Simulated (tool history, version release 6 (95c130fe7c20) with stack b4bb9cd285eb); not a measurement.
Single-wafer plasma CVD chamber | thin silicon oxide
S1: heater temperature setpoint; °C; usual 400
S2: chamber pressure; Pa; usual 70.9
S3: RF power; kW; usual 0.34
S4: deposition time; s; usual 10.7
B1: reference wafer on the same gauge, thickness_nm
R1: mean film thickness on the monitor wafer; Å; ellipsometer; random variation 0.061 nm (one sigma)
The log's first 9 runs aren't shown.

| run | hour | S1 | S2 | S3 | S4 | B1 | R1 |
|---|---|---|---|---|---|---|---|
|  | 226 | capacitance manometer re-zeroed and calibrated |
| 10 | 231.6 | 400 | 64.3 | 0.34 | 9.5 | 11.342 | 101.38 |
| 11 | 249.4 | 408 | 55.5 | 0.285 | 11.9 | 11.349 | 99.33 |
| 12 | 266.9 | 411 | 70.9 | 0.4 | 10.7 | 11.364 | 134.12 |
| 13 | 294.9 | 400 | 70.9 | 0.405 | 10.7 | 11.372 | 134.67 |
| 14 | 314.3 | 400 | 70.9 | 0.34 | 10.7 | 11.361 | 126.07 |
|  | 337.9 | thermocouple changed; heater temperature recalibrated |
| 15 | 338.4 | 400 | 83.6 | 0.34 | 10.7 | 11.385 | 149.24 |
| 16 | 364.5 | 400 | 79.7 | 0.275 | 11.3 | 11.417 | 137.42 |
| 17 | 399.4 | 400 | 70.9 | 0.34 | 10.7 | 11.418 | 127.88 |
| 18 | 412 | 407 | 59.1 | 0.275 | 10.7 | 11.409 | 95.56 |
| 19 | 442.1 | 409 | 70.9 | 0.34 | 10.1 | 11.432 | 118.58 |
|  | 459.9 | RF generator calibrated |
| 20 | 464.7 | 400 | 70.9 | 0.34 | 10.7 | 11.457 | 126.85 |
| 21 | 488.3 | 400 | 54.7 | 0.34 | 9 | 11.451 | 81.92 |
| 22 | 556.2 | 400 | 58.7 | 0.34 | 9 | 11.495 | 89.17 |

Run 23 comes next. What will it give?
| 23 | 581.4 | 386 | 70.9 | 0.3 | 10.1 | ? | ? |

Run 23 gave B1 11.515, R1 116.29 Å.
Without the tool's hidden state the same run would have given R1 114.23 Å.
